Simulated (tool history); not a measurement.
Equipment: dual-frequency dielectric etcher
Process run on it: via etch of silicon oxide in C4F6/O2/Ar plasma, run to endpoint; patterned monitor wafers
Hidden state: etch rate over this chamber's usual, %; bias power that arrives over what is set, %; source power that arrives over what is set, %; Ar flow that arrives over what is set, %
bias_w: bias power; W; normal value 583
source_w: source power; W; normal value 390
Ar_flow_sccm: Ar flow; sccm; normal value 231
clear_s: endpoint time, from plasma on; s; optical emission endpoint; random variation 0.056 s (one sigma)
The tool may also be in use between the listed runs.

run	hour	bias_w	source_w	Ar_flow_sccm	wafers since the last listed run	hours since the last wet clean	hours since the last bias power generator calibration	hours since the last source power generator calibration	hours since the last Ar flow controller change	hours since the last upper electrode change	incoming incoming film thickness, nm	clear_s
1	0	583	420	231	0	37.6	1777.9	4559.1	2298.8	2085.8	76.1	15.7
2	26.8	583	390	231	358	64.4	1804.7	4585.9	2325.6	2112.6	75.8	15.9
3	55.7	583	390	231	386	93.3	1833.6	4614.8	2354.5	2141.5	74.9	15.7
4	82.7	583	390	231	361	120.3	1860.6	4641.8	2381.5	2168.5	75.9	15.9
5	115.1	583	390	257	433	152.7	1893	4674.2	2413.9	2200.9	75.4	16
6	130	583	390	257	199	167.6	1907.9	4689.1	2428.8	2215.8	75.4	16
7	162.2	715	390	246	431	199.8	1940.1	4721.3	2461	2248	76.2	14.5
8	191.1	638	470	200	386	228.7	1969	4750.2	2489.9	2276.9	75.1	14
# hour 197.1: bias power generator calibrated
9	207.1	715	420	231	160	244.7	10	4766.2	2505.9	2292.9	76.2	14.1
# hour 243.1: Ar flow controller replaced
10	243.6	583	390	231	408	281.2	46.5	4802.7	0.5	2329.4	75.4	15.8
# hour 276.2: wet clean of the chamber
11	277.1	479	490	261	127	0.9	80	4836.2	34	2362.9	75.1	16.8
12	307.1	543	310	199	401	30.9	110	4866.2	64	2392.9	74.4	16.5
13	330.3	699	360	287	310	54.1	133.2	4889.4	87.2	2416.1	75.4	15.1
# hour 351.6: source power generator calibrated
# hour 366.2: upper electrode replaced
14	366.7	629	330	231	239	90.5	169.6	15.1	123.6	0.5	75.2	15.7
15	384.5	583	390	231	238	108.3	187.4	32.9	141.4	18.3	75.4	15.8
16	399.1	444	390	250	195	122.9	202	47.5	156	32.9	74.7	18.4
17	422.5	520	430	231	313	146.3	225.4	70.9	179.4	56.3	75.4	16.3
18	449.4	537	390	231	360	173.2	252.3	97.8	206.3	83.2	75.3	16.4
19	461.6	583	390	231	163	185.4	264.5	110	218.5	95.4	75.4	15.9
20	492.5	544	310	210	413	216.3	295.4	140.9	249.4	126.3	75.5	16.8
21	525.9	583	390	257	447	249.7	328.8	174.3	282.8	159.7	75.8	16.1
22	547.8	583	390	231	293	271.6	350.7	196.2	304.7	181.6	75.8	15.8
23	563.6	583	390	231	211	287.4	366.5	212	320.5	197.4	75.8	15.9
24	577.8	459	390	190	190	301.6	380.7	226.2	334.7	211.6	75.4	17.3
# hour 627: wet clean of the chamber
25	627.5	583	440	231	344	0.5	430.4	275.9	384.4	261.3	74.8	15.2
26	629.6	583	390	251	28	2.6	432.5	278	386.5	263.4	75.4	16
27	660.5	583	390	231	413	33.5	463.4	308.9	417.4	294.3	75.6	15.9
28	685.3	666	390	189	332	58.3	488.2	333.7	442.2	319.1	75.8	14.3
29	714.6	583	440	231	392	87.6	517.5	363	471.5	348.4	75.6	15.5
30	736.3	583	390	231	290	109.3	539.2	384.7	493.2	370.1	75	15.6

List, for all runs, the conditions of the tool that the log does not record:
etch rate over this chamber's usual, %: 0 on each run
bias power that arrives over what is set, %: 0 on each run
source power that arrives over what is set, %: 0 on each run
Ar flow that arrives over what is set, %: 0 on each run
